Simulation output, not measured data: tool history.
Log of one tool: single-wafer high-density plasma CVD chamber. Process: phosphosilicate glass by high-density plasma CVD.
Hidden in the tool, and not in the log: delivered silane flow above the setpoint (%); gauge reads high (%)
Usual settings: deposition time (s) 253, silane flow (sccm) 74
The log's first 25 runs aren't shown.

run,day,deposition time (s),silane flow (sccm),wafers since the last listed run,hours since the silane flow controller was replaced,hours since the gauge calibration,"read-back reference wafer on the same gauge, thickness_nm",mean film thickness on the monitor wafer (Å)
26,77.979,253,74,1266,631.8,797.6,1839.972,17233.09
27,79.492,288,69,249,668.1,833.9,1843.719,18361
28,83.771,253,74,707,770.8,936.6,1839.735,17164.44
29,85.517,253,60,288,812.7,978.5,1844.248,14634.38
30,87.296,234,74,293,855.4,1021.2,1837.973,15816.04
31,89.962,290,87,440,919.4,1085.2,1840.998,22238.19
32,91.212,271,74,206,949.4,1115.2,1842.523,18412.37
33,93.021,253,74,298,992.8,1158.6,1837.569,16995.72
# day 94.312: gauge calibrated
34,95.271,238,74,371,1046.8,23,1835.284,16016.26
35,96.929,281,83,274,1086.6,62.8,1839.265,20791.17
36,99.408,253,74,409,1146.1,122.3,1838.72,17085.14
37,102.217,221,74,464,1213.5,189.7,1835.018,15068.67
38,103.917,253,74,280,1254.3,230.5,1840.267,16973.63
39,105.721,279,87,298,1297.6,273.8,1841.09,21227.45

Forecast each of these 4 alternatives for the next run:
A,105.742,253,86,3,1298.1,274.3,?,?
B,105.742,253,82,3,1298.1,274.3,?,?
C,105.742,283,88,3,1298.1,274.3,?,?
D,105.742,300,79,3,1298.1,274.3,?,?

run,"read-back reference wafer on the same gauge, thickness_nm",mean film thickness on the monitor wafer (Å)
A,1842.934,19309.68
B,1842.934,18587.74
C,1842.934,22003.13
D,1842.934,21398.77
Without the tool's hidden state the same runs would have given:
run,mean film thickness on the monitor wafer (Å)
A,19529.04
B,18798.91
C,22253.09
D,21641.87
